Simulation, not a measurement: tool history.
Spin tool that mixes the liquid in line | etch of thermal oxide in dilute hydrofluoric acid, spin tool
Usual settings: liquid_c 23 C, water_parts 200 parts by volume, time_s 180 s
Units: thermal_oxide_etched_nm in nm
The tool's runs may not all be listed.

run,hour,liquid_c,water_parts,time_s,wafers since the last listed run,hours since the thermometer was replaced,hours since the hydrofluoric acid flow meter was replaced,hours since the gauge calibration,"read-back film thickness of the thermal oxide reference wafer, read on the same gauge (nm)",thermal_oxide_etched_nm
1,0,23,200,120,0,785.6,631.1,313.2,149.997,2.341
2,98.4,23,200,120,806,884,729.5,411.6,149.998,2.319
3,198.4,23,200,120,819,984,829.5,511.6,150.019,2.323
4,255.5,23,200,180,468,1041.1,886.6,568.7,149.979,3.471
5,307.5,23,200,180,426,1093.1,938.6,620.7,149.986,3.504
6,380.2,20,200,180,595,1165.8,1011.3,693.4,149.997,3.094
7,445.9,20,200,180,538,1231.5,1077,759.1,149.994,3.059
8,491.4,23,200,255,372,1277,1122.5,804.6,150.007,4.855
9,549.4,23,200,255,475,1335,1180.5,862.6,150.001,4.913
10,651.9,23,200,255,840,1437.5,1283,965.1,150.003,4.868
11,746.5,23,200,180,775,1532.1,1377.6,1059.7,150.008,3.43
12,838.8,23,200,180,756,1624.4,1469.9,1152,149.993,3.411
13,914.4,23,200,180,619,1700,1545.5,1227.6,149.989,3.398
14,981.4,23,200,180,549,1767,1612.5,1294.6,150.008,3.389
15,1063.2,23,200,180,670,1848.8,1694.3,1376.4,150.016,3.447
# hour 1113.3: hydrofluoric acid flow meter replaced
16,1146.1,23,200,180,671,1931.7,32.8,1459.3,150,3.431
17,1242.7,21,270,115,791,2028.3,129.4,1555.9,150.008,1.394
18,1281.9,20,235,95,321,2067.5,168.6,1595.1,150.005,1.299
19,1376.8,24.5,200,180,777,2162.4,263.5,1690,150.001,3.549
20,1443.2,19.5,155,275,544,2228.8,329.9,1756.4,149.987,6.068
21,1512.1,24.5,255,275,564,2297.7,398.8,1825.3,150.001,4.002
22,1566.4,19,200,180,445,2352,453.1,1879.6,149.999,2.889
23,1646.9,23,200,180,659,2432.5,533.6,1960.1,150.012,3.338
24,1688.1,18.5,105,80,337,2473.7,574.8,2001.3,150.019,2.593
# hour 1762.3: thermometer replaced
25,1779.4,27.5,150,230,740,17.1,666.1,2092.6,150.004,7.641
# hour 1805.1: gauge calibrated
26,1886.8,23,200,180,880,124.5,773.5,81.7,150.004,3.54
27,1934.7,23,200,180,392,172.4,821.4,129.6,150.01,3.556
28,1983.3,23,200,180,398,221,870,178.2,149.994,3.533
29,2072.7,25,105,280,732,310.4,959.4,267.6,149.993,12.621
30,2178.2,21,200,180,864,415.9,1064.9,373.1,150.008,3.285
31,2247.6,23,200,180,568,485.3,1134.3,442.5,149.991,3.522
32,2305.4,23,200,180,473,543.1,1192.1,500.3,149.999,3.515
33,2398.9,23,200,180,766,636.6,1285.6,593.8,149.994,3.507

Measured less the same run without the tool's hidden state. The same run-to-run variation is in both; the gauge's scatter may not be:
The hidden state here: liquid colder than its thermometer reads (K); hydrofluoric acid flow above the setpoint (%); gauge reads high (%).
run,thermal_oxide_etched_nm
1,-0.069
2,-0.075
3,-0.081
4,-0.126
5,-0.132
6,-0.127
7,-0.131
8,-0.207
9,-0.215
10,-0.227
11,-0.168
12,-0.175
13,-0.182
14,-0.187
15,-0.198
16,-0.205
17,-0.085
18,-0.084
19,-0.23
20,-0.437
21,-0.264
22,-0.214
23,-0.245
24,-0.214
25,-0.048
26,-0.032
27,-0.036
28,-0.042
29,-0.179
30,-0.054
31,-0.064
32,-0.069
33,-0.077

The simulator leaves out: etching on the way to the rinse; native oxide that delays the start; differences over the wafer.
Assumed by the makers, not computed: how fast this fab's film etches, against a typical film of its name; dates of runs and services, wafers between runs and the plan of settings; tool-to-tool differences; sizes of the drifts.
